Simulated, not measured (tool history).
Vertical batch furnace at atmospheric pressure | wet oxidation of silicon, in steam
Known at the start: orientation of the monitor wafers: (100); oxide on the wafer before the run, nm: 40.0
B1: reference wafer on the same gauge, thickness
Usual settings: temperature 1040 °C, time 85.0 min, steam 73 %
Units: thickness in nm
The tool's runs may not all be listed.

{"run": 1, "hour": 0.0, "temperature": 1040, "time": 85.0, "steam": 73, "B1": 605.64, "thickness": 521.25}
{"run": 2, "hour": 29.1, "temperature": 1040, "time": 85.0, "steam": 82, "B1": 605.2, "thickness": 557.76}
{"run": 3, "hour": 63.4, "temperature": 1040, "time": 85.0, "steam": 82, "B1": 605.13, "thickness": 558.29}
{"run": 4, "hour": 132.4, "temperature": 1040, "time": 85.0, "steam": 73, "B1": 605.56, "thickness": 526.97}
{"run": 5, "hour": 187.1, "temperature": 1040, "time": 85.0, "steam": 73, "B1": 605.6, "thickness": 519.72}
{"run": 6, "hour": 221.0, "temperature": 1030, "time": 85.0, "steam": 73, "B1": 605.11, "thickness": 494.61}
{"run": 7, "hour": 290.0, "temperature": 1040, "time": 85.0, "steam": 81, "B1": 604.59, "thickness": 555.49}
{"run": 8, "hour": 329.6, "temperature": 1040, "time": 85.0, "steam": 73, "B1": 605.19, "thickness": 518.02}
{"run": 9, "hour": 361.4, "temperature": 1053, "time": 85.0, "steam": 73, "B1": 604.7, "thickness": 553.98}
{"run": 10, "hour": 427.7, "temperature": 1032, "time": 108.5, "steam": 73, "B1": 604.08, "thickness": 579.35}
{"run": 11, "hour": 482.2, "temperature": 1032, "time": 108.5, "steam": 73, "B1": 605.35, "thickness": 578.5}
{"run": 12, "hour": 529.1, "temperature": 1032, "time": 108.5, "steam": 73, "B1": 604.78, "thickness": 577.62}
{"run": 13, "hour": 563.6, "temperature": 1040, "time": 85.0, "steam": 73, "B1": 604.58, "thickness": 520.86}
{"hour": 609.1, "done": "thermocouples replaced and temperature profile calibrated"}
{"run": 14, "hour": 629.5, "temperature": 1022, "time": 69.5, "steam": 73, "B1": 605.02, "thickness": 416.31}
{"run": 15, "hour": 699.8, "temperature": 1022, "time": 69.5, "steam": 73, "B1": 604.3, "thickness": 415.05}
{"run": 16, "hour": 748.4, "temperature": 1040, "time": 85.0, "steam": 78, "B1": 605.32, "thickness": 542.12}
{"hour": 760.3, "done": "gauge calibrated"}
{"run": 17, "hour": 809.6, "temperature": 1040, "time": 85.0, "steam": 73, "B1": 604.06, "thickness": 523.66}
{"run": 18, "hour": 858.3, "temperature": 1033, "time": 101.5, "steam": 73, "B1": 603.99, "thickness": 555.02}
{"run": 19, "hour": 886.5, "temperature": 1018, "time": 96.5, "steam": 73, "B1": 605.24, "thickness": 500.49}
{"run": 20, "hour": 945.3, "temperature": 1040, "time": 85.0, "steam": 73, "B1": 605.05, "thickness": 521.56}
{"run": 21, "hour": 974.5, "temperature": 1040, "time": 96.5, "steam": 84, "B1": 604.84, "thickness": 606.01}
{"run": 22, "hour": 1001.7, "temperature": 1040, "time": 111.0, "steam": 63, "B1": 604.92, "thickness": 556.84}
{"run": 23, "hour": 1055.1, "temperature": 1048, "time": 85.0, "steam": 84, "B1": 605.04, "thickness": 588.45}
{"run": 24, "hour": 1115.9, "temperature": 1028, "time": 51.5, "steam": 65, "B1": 604.11, "thickness": 334.89}
{"run": 25, "hour": 1159.9, "temperature": 1020, "time": 85.0, "steam": 73, "B1": 604.91, "thickness": 465.73}
{"run": 26, "hour": 1216.8, "temperature": 1018, "time": 85.0, "steam": 78, "B1": 604.53, "thickness": 481.74}
{"run": 27, "hour": 1257.7, "temperature": 1040, "time": 85.0, "steam": 73, "B1": 604.78, "thickness": 526.17}
{"run": 28, "hour": 1292.2, "temperature": 1040, "time": 85.0, "steam": 73, "B1": 604.58, "thickness": 518.19}
{"run": 29, "hour": 1325.4, "temperature": 1062, "time": 85.0, "steam": 76, "B1": 604.43, "thickness": 595.78}
{"run": 30, "hour": 1368.6, "temperature": 1040, "time": 85.0, "steam": 73, "B1": 605.27, "thickness": 525.78}
{"hour": 1421.7, "done": "steam generator serviced"}
{"run": 31, "hour": 1550.8, "temperature": 1040, "time": 85.0, "steam": 73, "B1": 605.21, "thickness": 520.57}
{"run": 32, "hour": 1733.7, "temperature": 1040, "time": 85.0, "steam": 73, "B1": 605.09, "thickness": 520.43}
{"run": 33, "hour": 1787.8, "temperature": 1059, "time": 48.0, "steam": 81, "B1": 604.31, "thickness": 433.86}
{"run": 34, "hour": 1825.5, "temperature": 1052, "time": 126.0, "steam": 62, "B1": 605.04, "thickness": 637.31}
{"run": 35, "hour": 1864.1, "temperature": 1047, "time": 74.0, "steam": 73, "B1": 604.34, "thickness": 497.98}
{"run": 36, "hour": 1922.8, "temperature": 1040, "time": 72.0, "steam": 67, "B1": 604.42, "thickness": 448.32}
{"run": 37, "hour": 1988.6, "temperature": 1040, "time": 85.0, "steam": 73, "B1": 604.85, "thickness": 519.78}
{"run": 38, "hour": 2037.1, "temperature": 1048, "time": 85.0, "steam": 83, "B1": 604.71, "thickness": 586.03}
{"run": 39, "hour": 2084.8, "temperature": 1054, "time": 85.0, "steam": 61, "B1": 604.71, "thickness": 499.63}

3 ways to go on from here, each from the tool as it stands after run 39. What would each give?
{"run": "A", "hour": 2090.8, "temperature": 1029, "time": 85.0, "steam": 73, "B1": "?", "thickness": "?"}
{"run": "B", "hour": 2090.8, "temperature": 1040, "time": 85.0, "steam": 63, "B1": "?", "thickness": "?"}
{"run": "C", "hour": 2090.8, "temperature": 1031, "time": 58.5, "steam": 77, "B1": "?", "thickness": "?"}

run=A B1=604.92 thickness=487.89
run=B B1=604.92 thickness=473.56
run=C B1=604.92 thickness=405.78
Without the tool's hidden state the same runs would have given:
run=A thickness=487.89
run=B thickness=473.56
run=C thickness=405.78
